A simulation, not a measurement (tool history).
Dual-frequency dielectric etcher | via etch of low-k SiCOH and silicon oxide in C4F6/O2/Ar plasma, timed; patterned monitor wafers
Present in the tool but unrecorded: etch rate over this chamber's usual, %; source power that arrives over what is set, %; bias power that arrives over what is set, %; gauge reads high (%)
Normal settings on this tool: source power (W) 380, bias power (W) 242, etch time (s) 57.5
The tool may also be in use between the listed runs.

run    hour  source power (W)  bias power (W)  etch time (s)  wafers since the last listed run  hours since the last wet clean  hours since the last source power generator calibration  hours since the last bias power generator calibration  hours since the last upper electrode change  hours since the gauge calibration  read-back reference wafer on the same gauge, depth_nm  mean etch depth across the wafer (Å)
  1       0               380             242           57.5                                 0                            97.1                                                   1968.9                                                 4530.7                                       4118.9                             2302.3                                                  182.1                                  1610
       21.1  -- bias power generator calibrated
  2    88.7               380             242           57.5                              1468                           185.8                                                   2057.6                                                   67.6                                       4207.6                               2391                                                  182.1                                  1615
  3   154.7               430             195           57.5                              1144                           251.8                                                   2123.6                                                  133.6                                       4273.6                               2457                                                    182                                  1559
  4   236.3               430             195           57.5                              1415                           333.4                                                   2205.2                                                  215.2                                       4355.2                             2538.6                                                  182.1                                  1557
  5   328.7               430             195           57.5                              1602                           425.8                                                   2297.6                                                  307.6                                       4447.6                               2631                                                  181.9                                  1551
  6   423.6               380             226             44                              1645                           520.7                                                   2392.5                                                  402.5                                       4542.5                             2725.9                                                    182                                  1209
  7   471.7               380             242           57.5                               834                           568.8                                                   2440.6                                                  450.6                                       4590.6                               2774                                                    182                                  1614
  8   516.7               380             242           57.5                               780                           613.8                                                   2485.6                                                  495.6                                       4635.6                               2819                                                    182                                  1610
      525.8  -- gauge calibrated
  9   613.4               310             193           42.5                              1676                           710.5                                                   2582.3                                                  592.3                                       4732.3                               87.6                                                  182.1                                  1048
      693.8  -- wet clean of the chamber
 10   694.3               290             242           57.5                               986                             0.5                                                   2663.2                                                  673.2                                       4813.2                              168.5                                                  181.9                                  1510
 11   722.3               430             200           45.5                               485                            28.5                                                   2691.2                                                  701.2                                       4841.2                              196.5                                                    182                                  1238
      726.7  -- source power generator calibrated
 12   770.2               380             242           70.5                               761                            76.4                                                     43.5                                                  749.1                                       4889.1                              244.4                                                    182                                  1967
 13     816               480             242           57.5                               794                           122.2                                                     89.3                                                  794.9                                       4934.9                              290.2                                                  182.2                                  1722
 14   912.7               380             242           57.5                              1676                           218.9                                                      186                                                  891.6                                       5031.6                              386.9                                                  181.8                                  1599
 15   972.9               290             182           52.5                              1043                           279.1                                                    246.2                                                  951.8                                       5091.8                              447.1                                                  181.8                                  1261
     1021.2  -- upper electrode replaced
 16  1021.7               340             197             68                               430                           327.9                                                      295                                                 1000.6                                          0.5                              495.9                                                  182.1                                  1744

Forecast run 17:
 17  1095               460             260           57.5                              1271                           401.2                                                    368.3                                                 1073.9                                         73.8                              569.2                                                      ?                                     ?

{"run 17": {"read-back reference wafer on the same gauge, depth_nm": 181.9, "mean etch depth across the wafer (Å)": 1752}}
The same run, on a tool lacking any hidden state, would have yielded mean etch depth across the wafer (Å) 1752.

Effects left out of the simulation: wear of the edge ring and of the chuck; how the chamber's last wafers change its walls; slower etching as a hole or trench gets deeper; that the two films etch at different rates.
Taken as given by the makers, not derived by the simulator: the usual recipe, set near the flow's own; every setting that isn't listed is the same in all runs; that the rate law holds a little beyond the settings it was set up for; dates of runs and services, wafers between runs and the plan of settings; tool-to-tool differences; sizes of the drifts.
